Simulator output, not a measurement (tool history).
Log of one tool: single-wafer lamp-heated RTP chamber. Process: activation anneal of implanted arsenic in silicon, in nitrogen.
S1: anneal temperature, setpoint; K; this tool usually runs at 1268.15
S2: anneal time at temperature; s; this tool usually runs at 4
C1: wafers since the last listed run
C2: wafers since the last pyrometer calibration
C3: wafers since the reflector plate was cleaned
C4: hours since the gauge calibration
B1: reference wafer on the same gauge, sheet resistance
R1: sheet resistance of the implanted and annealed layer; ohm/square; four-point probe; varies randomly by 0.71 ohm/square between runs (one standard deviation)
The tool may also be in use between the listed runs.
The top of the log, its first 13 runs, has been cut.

run   hour       S1  S2   C1    C2     C3      C4      B1      R1
 14  314.8  1268.15   4  192   353   9189   985.3  130.97  161.86
 15  339.5  1291.15   6  260   613   9450  1010.0  131.12  152.59
 16  382.5  1288.15   6  454  1067   9904  1053.0  130.95  152.99
 17  418.2  1253.15   6  376  1444  10281  1088.7  130.94  163.67
 18  434.2  1291.15   6  168  1613  10450  1104.7  131.10  152.29
 19  455.1  1259.15   5  220  1834  10671  1125.6  131.05  162.56
 20  482.7  1268.15   4  291  2125  10962  1153.2  131.09  162.18
 21  496.3  1255.15   4  143  2269  11106  1166.8  130.93  165.25
     508.3  -- gauge calibrated
 22  518.8  1282.15   4  237  2507  11343    10.5  131.04  157.30
 23  541.1  1253.15   3  235  2742  11579    32.8  130.99  168.78
 24  555.8  1289.15   5  155  2897  11734    47.5  130.87  154.99
     579.4  -- reflector plate cleaned
 25  579.9  1253.15   4  169  3067      5    71.6  130.98  165.96
 26  598.1  1239.15   6  192  3260    197    89.8  130.86  166.00
 27  624.1  1296.15   3  274  3534    472   115.8  130.94  157.30
 28  652.9  1298.15   3  304  3838    776   144.6  130.90  158.23
 29  682.7  1283.15   3  314  4153   1090   174.4  131.07  160.64
 30  712.7  1277.15   3  316  4470   1407   204.4  131.02  161.69
 31  735.4  1268.15   4  239  4709   1647   227.1  131.08  161.28
 32  751.9  1246.15   4  174  4883   1821   243.6  131.00  167.10
 33  768.3  1279.15   3  173  5057   1994   260.0  131.00  161.56
 34  792.3  1268.15   4  253  5310   2248   284.0  131.01  163.09
 35  806.7  1244.15   6  152  5462   2400   298.4  130.95  163.55
 36  819.0  1284.15   3  129  5592   2530   310.7  130.86  159.99

Alternative continuations, all from the tool just after run 36; predict every row:
  A  819.4  1268.15   4   4  5596  2534  311.1   ?   ?
  B  819.4  1277.15   6   4  5596  2534  311.1   ?   ?
  C  819.4  1258.15   5   4  5596  2534  311.1   ?   ?
  D  819.4  1291.15   5   4  5596  2534  311.1   ?   ?
  E  819.4  1285.15   6   4  5596  2534  311.1   ?   ?

run      B1      R1
  A  131.00  163.07
  B  131.00  156.86
  C  131.00  163.68
  D  131.00  154.95
  E  131.00  154.84
With no hidden state in the tool, these same runs would have given:
run      R1
  A  163.07
  B  156.86
  C  163.68
  D  154.95
  E  154.84
